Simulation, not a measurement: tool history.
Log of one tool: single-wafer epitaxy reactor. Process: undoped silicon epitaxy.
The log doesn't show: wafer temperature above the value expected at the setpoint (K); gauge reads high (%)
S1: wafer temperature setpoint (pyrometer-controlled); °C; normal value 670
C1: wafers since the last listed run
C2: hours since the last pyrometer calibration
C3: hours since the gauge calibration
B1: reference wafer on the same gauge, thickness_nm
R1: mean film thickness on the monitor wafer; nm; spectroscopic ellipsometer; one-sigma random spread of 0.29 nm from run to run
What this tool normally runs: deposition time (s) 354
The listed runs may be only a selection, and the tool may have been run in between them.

{"run": 1, "hour": 0.0, "S1": 670, "deposition time (s)": 354, "C1": 0, "C2": 1693.7, "C3": 148.4, "B1": 80.027, "R1": 84.979}
{"run": 2, "hour": 29.5, "S1": 667, "deposition time (s)": 354, "C1": 101, "C2": 1723.2, "C3": 177.9, "B1": 79.936, "R1": 80.185}
{"run": 3, "hour": 60.8, "S1": 670, "deposition time (s)": 354, "C1": 108, "C2": 1754.5, "C3": 209.2, "B1": 79.838, "R1": 84.895}
{"run": 4, "hour": 95.5, "S1": 670, "deposition time (s)": 354, "C1": 119, "C2": 1789.2, "C3": 243.9, "B1": 79.989, "R1": 84.677}
{"run": 5, "hour": 117.8, "S1": 670, "deposition time (s)": 388, "C1": 77, "C2": 1811.5, "C3": 266.2, "B1": 79.891, "R1": 93.086}
{"run": 6, "hour": 142.8, "S1": 670, "deposition time (s)": 388, "C1": 86, "C2": 1836.5, "C3": 291.2, "B1": 79.844, "R1": 92.653}
{"run": 7, "hour": 161.7, "S1": 670, "deposition time (s)": 388, "C1": 65, "C2": 1855.4, "C3": 310.1, "B1": 79.917, "R1": 92.853}
{"run": 8, "hour": 197.1, "S1": 660, "deposition time (s)": 354, "C1": 122, "C2": 1890.8, "C3": 345.5, "B1": 79.921, "R1": 70.072}
{"run": 9, "hour": 212.4, "S1": 670, "deposition time (s)": 354, "C1": 52, "C2": 1906.1, "C3": 360.8, "B1": 79.896, "R1": 84.469}
{"run": 10, "hour": 242.9, "S1": 670, "deposition time (s)": 354, "C1": 105, "C2": 1936.6, "C3": 391.3, "B1": 79.931, "R1": 85.376}
{"run": 11, "hour": 273.8, "S1": 670, "deposition time (s)": 354, "C1": 106, "C2": 1967.5, "C3": 422.2, "B1": 79.828, "R1": 84.58}
{"run": 12, "hour": 305.5, "S1": 670, "deposition time (s)": 354, "C1": 109, "C2": 1999.2, "C3": 453.9, "B1": 79.883, "R1": 84.861}
{"run": 13, "hour": 325.2, "S1": 670, "deposition time (s)": 354, "C1": 68, "C2": 2018.9, "C3": 473.6, "B1": 79.859, "R1": 84.894}
{"run": 14, "hour": 341.8, "S1": 670, "deposition time (s)": 354, "C1": 57, "C2": 2035.5, "C3": 490.2, "B1": 79.823, "R1": 84.415}
{"run": 15, "hour": 368.3, "S1": 670, "deposition time (s)": 316, "C1": 91, "C2": 2062.0, "C3": 516.7, "B1": 79.959, "R1": 75.534}
{"run": 16, "hour": 380.8, "S1": 670, "deposition time (s)": 354, "C1": 43, "C2": 2074.5, "C3": 529.2, "B1": 79.891, "R1": 84.668}
{"run": 17, "hour": 397.1, "S1": 670, "deposition time (s)": 354, "C1": 56, "C2": 2090.8, "C3": 545.5, "B1": 79.854, "R1": 84.628}
{"run": 18, "hour": 415.5, "S1": 670, "deposition time (s)": 354, "C1": 63, "C2": 2109.2, "C3": 563.9, "B1": 79.911, "R1": 84.891}
{"run": 19, "hour": 444.5, "S1": 674, "deposition time (s)": 318, "C1": 100, "C2": 2138.2, "C3": 592.9, "B1": 79.874, "R1": 82.012}
{"hour": 457.3, "done": "gauge calibrated"}
{"hour": 467.3, "done": "pyrometer calibrated"}
{"run": 20, "hour": 476.0, "S1": 656, "deposition time (s)": 383, "C1": 81, "C2": 8.7, "C3": 18.7, "B1": 79.915, "R1": 76.047}
{"run": 21, "hour": 501.7, "S1": 655, "deposition time (s)": 354, "C1": 88, "C2": 34.4, "C3": 44.4, "B1": 79.931, "R1": 68.905}
{"run": 22, "hour": 533.4, "S1": 670, "deposition time (s)": 394, "C1": 109, "C2": 66.1, "C3": 76.1, "B1": 79.858, "R1": 101.89}
{"run": 23, "hour": 554.5, "S1": 670, "deposition time (s)": 354, "C1": 72, "C2": 87.2, "C3": 97.2, "B1": 79.923, "R1": 91.459}
{"run": 24, "hour": 568.9, "S1": 670, "deposition time (s)": 354, "C1": 49, "C2": 101.6, "C3": 111.6, "B1": 79.996, "R1": 90.615}
{"run": 25, "hour": 595.5, "S1": 685, "deposition time (s)": 297, "C1": 91, "C2": 128.2, "C3": 138.2, "B1": 80.018, "R1": 99.616}
{"run": 26, "hour": 611.2, "S1": 657, "deposition time (s)": 331, "C1": 54, "C2": 143.9, "C3": 153.9, "B1": 79.957, "R1": 66.093}
{"run": 27, "hour": 634.5, "S1": 670, "deposition time (s)": 354, "C1": 80, "C2": 167.2, "C3": 177.2, "B1": 79.972, "R1": 89.571}
{"run": 28, "hour": 665.7, "S1": 670, "deposition time (s)": 285, "C1": 107, "C2": 198.4, "C3": 208.4, "B1": 79.932, "R1": 72.143}
{"run": 29, "hour": 687.6, "S1": 665, "deposition time (s)": 309, "C1": 75, "C2": 220.3, "C3": 230.3, "B1": 79.872, "R1": 71.749}
{"run": 30, "hour": 711.1, "S1": 662, "deposition time (s)": 292, "C1": 81, "C2": 243.8, "C3": 253.8, "B1": 79.828, "R1": 63.695}
{"run": 31, "hour": 726.9, "S1": 670, "deposition time (s)": 354, "C1": 54, "C2": 259.6, "C3": 269.6, "B1": 79.854, "R1": 89.211}
{"run": 32, "hour": 751.8, "S1": 670, "deposition time (s)": 307, "C1": 86, "C2": 284.5, "C3": 294.5, "B1": 79.918, "R1": 77.566}
{"run": 33, "hour": 785.4, "S1": 670, "deposition time (s)": 354, "C1": 116, "C2": 318.1, "C3": 328.1, "B1": 79.846, "R1": 89.052}
{"run": 34, "hour": 813.1, "S1": 657, "deposition time (s)": 334, "C1": 95, "C2": 345.8, "C3": 355.8, "B1": 79.836, "R1": 66.039}
{"run": 35, "hour": 831.9, "S1": 661, "deposition time (s)": 412, "C1": 64, "C2": 364.6, "C3": 374.6, "B1": 79.997, "R1": 87.475}
{"run": 36, "hour": 847.5, "S1": 670, "deposition time (s)": 354, "C1": 53, "C2": 380.2, "C3": 390.2, "B1": 79.862, "R1": 88.432}

Results for each run, recomputed without the tool's hidden state and with each run's random variation untouched:
run=1 R1=91.977
run=2 R1=86.859
run=3 R1=91.953
run=4 R1=91.753
run=5 R1=100.890
run=6 R1=100.447
run=7 R1=100.684
run=8 R1=76.125
run=9 R1=91.638
run=10 R1=92.649
run=11 R1=91.811
run=12 R1=92.141
run=13 R1=92.192
run=14 R1=91.684
run=15 R1=82.055
run=16 R1=91.987
run=17 R1=91.955
run=18 R1=92.253
run=19 R1=89.088
run=20 R1=76.342
run=21 R1=69.371
run=22 R1=102.899
run=23 R1=92.562
run=24 R1=91.839
run=25 R1=101.174
run=26 R1=67.284
run=27 R1=91.340
run=28 R1=73.770
run=29 R1=73.521
run=30 R1=65.406
run=31 R1=91.689
run=32 R1=79.875
run=33 R1=91.937
run=34 R1=68.373
run=35 R1=90.666
run=36 R1=91.701
